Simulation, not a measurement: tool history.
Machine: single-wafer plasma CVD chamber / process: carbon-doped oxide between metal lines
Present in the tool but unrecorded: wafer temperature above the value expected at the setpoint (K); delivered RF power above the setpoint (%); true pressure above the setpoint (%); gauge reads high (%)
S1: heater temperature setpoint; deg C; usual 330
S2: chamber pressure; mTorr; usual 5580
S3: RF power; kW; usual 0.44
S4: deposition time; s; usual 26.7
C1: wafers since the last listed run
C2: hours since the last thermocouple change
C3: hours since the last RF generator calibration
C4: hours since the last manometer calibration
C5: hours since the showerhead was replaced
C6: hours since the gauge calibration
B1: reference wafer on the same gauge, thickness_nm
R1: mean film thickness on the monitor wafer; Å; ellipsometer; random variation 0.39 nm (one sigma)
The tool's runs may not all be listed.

| run | hour | S1 | S2 | S3 | S4 | C1 | C2 | C3 | C4 | C5 | C6 | B1 | R1 |
|---|---|---|---|---|---|---|---|---|---|---|---|---|---|
| 1 | 0 | 330 | 5580 | 0.395 | 26.7 | 0 | 557.1 | 976.5 | 668.1 | 1840.5 | 2470.4 | 149.076 | 1163.03 |
|  | 86.1 | RF generator calibrated |
| 2 | 100.9 | 330 | 5580 | 0.395 | 26.7 | 2288 | 658 | 14.8 | 769 | 1941.4 | 2571.3 | 148.942 | 1179.92 |
| 3 | 160.8 | 330 | 5580 | 0.44 | 26.7 | 1475 | 717.9 | 74.7 | 828.9 | 2001.3 | 2631.2 | 149.118 | 1300.49 |
| 4 | 204.8 | 330 | 5580 | 0.44 | 26.7 | 1083 | 761.9 | 118.7 | 872.9 | 2045.3 | 2675.2 | 148.813 | 1310.35 |
| 5 | 273.9 | 330 | 5580 | 0.44 | 26.7 | 1702 | 831 | 187.8 | 942 | 2114.4 | 2744.3 | 148.96 | 1297.86 |
| 6 | 358 | 330 | 5580 | 0.44 | 26.7 | 2071 | 915.1 | 271.9 | 1026.1 | 2198.5 | 2828.4 | 149.147 | 1297.2 |
| 7 | 430.3 | 330 | 5580 | 0.44 | 26.7 | 1781 | 987.4 | 344.2 | 1098.4 | 2270.8 | 2900.7 | 149.029 | 1299.6 |
| 8 | 510.7 | 330 | 5580 | 0.44 | 26.7 | 1980 | 1067.8 | 424.6 | 1178.8 | 2351.2 | 2981.1 | 148.997 | 1297.15 |
| 9 | 612.5 | 330 | 5580 | 0.44 | 26.7 | 2507 | 1169.6 | 526.4 | 1280.6 | 2453 | 3082.9 | 148.891 | 1294.63 |
| 10 | 675.8 | 338 | 5580 | 0.42 | 26.7 | 1559 | 1232.9 | 589.7 | 1343.9 | 2516.3 | 3146.2 | 148.986 | 1203.62 |
|  | 741.4 | thermocouple changed; heater temperature recalibrated |
| 11 | 763.9 | 338 | 5580 | 0.42 | 26.7 | 1973 | 22.5 | 677.8 | 1432 | 2604.4 | 3234.3 | 149.044 | 1233.4 |
| 12 | 853.9 | 338 | 5580 | 0.42 | 26.7 | 2217 | 112.5 | 767.8 | 1522 | 2694.4 | 3324.3 | 148.923 | 1220.73 |
|  | 862.9 | gauge calibrated |
| 13 | 894.5 | 330 | 5580 | 0.405 | 26.7 | 1000 | 153.1 | 808.4 | 1562.6 | 2735 | 31.6 | 148.915 | 1207.21 |
| 14 | 942.6 | 330 | 5580 | 0.44 | 26.7 | 1184 | 201.2 | 856.5 | 1610.7 | 2783.1 | 79.7 | 148.944 | 1307.31 |
|  | 1003.1 | showerhead replaced |
| 15 | 1050.5 | 330 | 5580 | 0.44 | 23.2 | 2460 | 309.1 | 964.4 | 1718.6 | 47.4 | 187.6 | 149.005 | 1136.6 |
| 16 | 1124.2 | 325 | 4610 | 0.38 | 22.9 | 1815 | 382.8 | 1038.1 | 1792.3 | 121.1 | 261.3 | 148.907 | 956.67 |
|  | 1361.5 | RF generator calibrated |
|  | 1362.7 | capacitance manometer re-zeroed and calibrated |
| 17 | 1374.3 | 330 | 5580 | 0.44 | 26.7 | 5932 | 632.9 | 12.8 | 11.6 | 371.2 | 511.4 | 149.023 | 1311.59 |
| 18 | 1481.3 | 330 | 6750 | 0.41 | 25.2 | 2635 | 739.9 | 119.8 | 118.6 | 478.2 | 618.4 | 149.055 | 1176.33 |
| 19 | 1538.7 | 330 | 5580 | 0.44 | 26.7 | 1414 | 797.3 | 177.2 | 176 | 535.6 | 675.8 | 148.942 | 1305.58 |
| 20 | 1606.9 | 330 | 5580 | 0.44 | 23.8 | 1680 | 865.5 | 245.4 | 244.2 | 603.8 | 744 | 148.964 | 1167.19 |
| 21 | 1650.7 | 330 | 5580 | 0.46 | 26.7 | 1078 | 909.3 | 289.2 | 288 | 647.6 | 787.8 | 149.133 | 1358.35 |
| 22 | 1688.5 | 330 | 5580 | 0.44 | 26.7 | 931 | 947.1 | 327 | 325.8 | 685.4 | 825.6 | 149.039 | 1301.14 |
| 23 | 1791.5 | 330 | 5580 | 0.44 | 26.7 | 2537 | 1050.1 | 430 | 428.8 | 788.4 | 928.6 | 148.952 | 1293.77 |
| 24 | 1828.1 | 337 | 5580 | 0.44 | 26.7 | 901 | 1086.7 | 466.6 | 465.4 | 825 | 965.2 | 148.999 | 1277.48 |
| 25 | 1924.3 | 330 | 5580 | 0.44 | 26.7 | 2369 | 1182.9 | 562.8 | 561.6 | 921.2 | 1061.4 | 149.017 | 1289.72 |
| 26 | 1977.8 | 344 | 4580 | 0.41 | 26.7 | 1317 | 1236.4 | 616.3 | 615.1 | 974.7 | 1114.9 | 148.756 | 1124.83 |
| 27 | 2020.8 | 323 | 5580 | 0.44 | 26.7 | 1059 | 1279.4 | 659.3 | 658.1 | 1017.7 | 1157.9 | 149.028 | 1322.81 |
| 28 | 2121.9 | 330 | 5180 | 0.44 | 26.7 | 2490 | 1380.5 | 760.4 | 759.2 | 1118.8 | 1259 | 149.113 | 1280.15 |
|  | 2155.2 | thermocouple changed; heater temperature recalibrated |
| 29 | 2228.2 | 338 | 5580 | 0.44 | 26.7 | 2421 | 73 | 866.7 | 865.5 | 1225.1 | 1365.3 | 148.962 | 1278.71 |

Forecast each of these 3 alternatives for the next run:
| A | 2228.6 | 330 | 5580 | 0.44 | 26.7 | 9 | 73.4 | 867.1 | 865.9 | 1225.5 | 1365.7 | ? | ? |
| B | 2228.6 | 330 | 5580 | 0.51 | 29 | 9 | 73.4 | 867.1 | 865.9 | 1225.5 | 1365.7 | ? | ? |
| C | 2228.6 | 316 | 6380 | 0.48 | 31.1 | 9 | 73.4 | 867.1 | 865.9 | 1225.5 | 1365.7 | ? | ? |

| run | B1 | R1 |
|---|---|---|
| A | 148.919 | 1303.86 |
| B | 148.919 | 1604.25 |
| C | 148.919 | 1739.96 |
Stripped of hidden state, with their random variation kept, the same runs would have yielded:
| run | R1 |
|---|---|
| A | 1322.48 |
| B | 1623.52 |
| C | 1761.15 |
